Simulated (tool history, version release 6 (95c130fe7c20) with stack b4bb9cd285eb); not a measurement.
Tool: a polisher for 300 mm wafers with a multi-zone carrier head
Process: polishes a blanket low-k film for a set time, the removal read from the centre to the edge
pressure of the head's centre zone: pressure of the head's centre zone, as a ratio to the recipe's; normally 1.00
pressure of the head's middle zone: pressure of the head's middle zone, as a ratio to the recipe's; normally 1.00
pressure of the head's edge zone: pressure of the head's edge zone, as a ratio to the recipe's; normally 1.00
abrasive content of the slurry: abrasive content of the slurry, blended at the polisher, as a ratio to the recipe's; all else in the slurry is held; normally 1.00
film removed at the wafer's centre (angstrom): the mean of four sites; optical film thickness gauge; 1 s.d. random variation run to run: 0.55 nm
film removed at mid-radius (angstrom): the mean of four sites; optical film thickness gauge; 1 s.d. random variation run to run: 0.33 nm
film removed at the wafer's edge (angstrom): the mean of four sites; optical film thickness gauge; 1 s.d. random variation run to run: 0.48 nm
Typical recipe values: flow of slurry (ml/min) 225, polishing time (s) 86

run,hour,flow of slurry (ml/min),pressure of the head's centre zone,pressure of the head's middle zone,pressure of the head's edge zone,abrasive content of the slurry,polishing time (s),"incoming thickness of the incoming film, nm",film removed at the wafer's centre (angstrom),film removed at mid-radius (angstrom),film removed at the wafer's edge (angstrom)
1,0.0,225,1.00,1.00,1.00,1.00,86,389.6,418,387,382
# hour 8.0: centre zone pressure recalibrated
2,44.4,225,1.00,1.00,1.00,1.00,86,386.4,393,386,388
3,71.1,225,1.00,1.00,1.00,1.00,86,399.2,392,386,381
# hour 107.6: worn pad replaced by a new one
# hour 119.4: edge zone pressure recalibrated
4,122.3,225,1.00,1.00,1.00,1.00,86,387.8,385,392,376
5,147.2,225,1.00,1.00,1.00,1.00,86,391.7,398,386,381
6,202.0,225,1.00,1.00,1.00,1.00,86,387.6,395,383,376
# hour 237.7: slurry nozzle cleaned
7,252.1,225,1.00,1.00,1.00,1.00,86,381.9,403,382,386
8,315.9,225,0.95,1.00,1.00,1.00,86,387.4,389,391,380
# hour 336.2: worn pad replaced by a new one
# hour 360.3: centre zone pressure recalibrated
9,362.9,225,1.00,1.00,0.94,1.10,101,387.3,468,472,455
10,414.0,155,1.03,0.93,1.00,1.00,57,385.7,243,228,241
11,456.3,225,1.00,1.00,0.90,1.00,94,382.9,421,427,399
12,500.3,225,1.00,1.00,1.00,1.15,86,387.5,416,413,413
13,526.3,285,1.00,1.00,1.00,1.20,66,395.2,341,331,330
14,558.1,225,0.93,1.00,1.03,1.30,86,389.6,426,442,447
# hour 576.6: carrier head's membrane replaced by a new one
15,602.3,285,1.00,1.00,1.00,1.20,66,389.1,343,333,332
# hour 628.3: worn pad replaced by a new one
16,633.5,190,1.00,1.00,1.00,1.25,86,393.1,440,414,417
17,681.9,225,1.00,1.00,1.00,1.00,86,385.5,390,385,380
18,724.9,225,1.10,0.94,1.07,1.00,86,387.7,438,372,406
# hour 776.3: centre zone pressure recalibrated
19,776.8,225,1.00,1.00,0.97,1.00,100,392.8,446,445,436
20,842.1,225,1.00,1.00,1.00,1.00,86,383.3,391,378,384
21,868.5,170,1.00,1.10,1.08,1.00,86,386.5,368,391,390

List, for all runs, the conditions of the tool that the log does not record:
removal rate lost through wear of the pad, %: 0 in every run
slurry flow missing at the pad, %: 0 in every run
deviation of the edge zone's pressure from its setpoint, %: 0 in every run
H1: deviation of the centre zone's pressure from its setpoint, %
run,H1
1,9.07
2,2.1
3,2.82
4,4.2
5,4.88
6,6.36
7,7.71
8,9.43
9,-1.71
10,-0.335
11,0.808
12,2
13,2.7
14,3.56
15,4.75
16,5.59
17,6.9
18,8.06
19,0.473
20,2.24
21,2.95
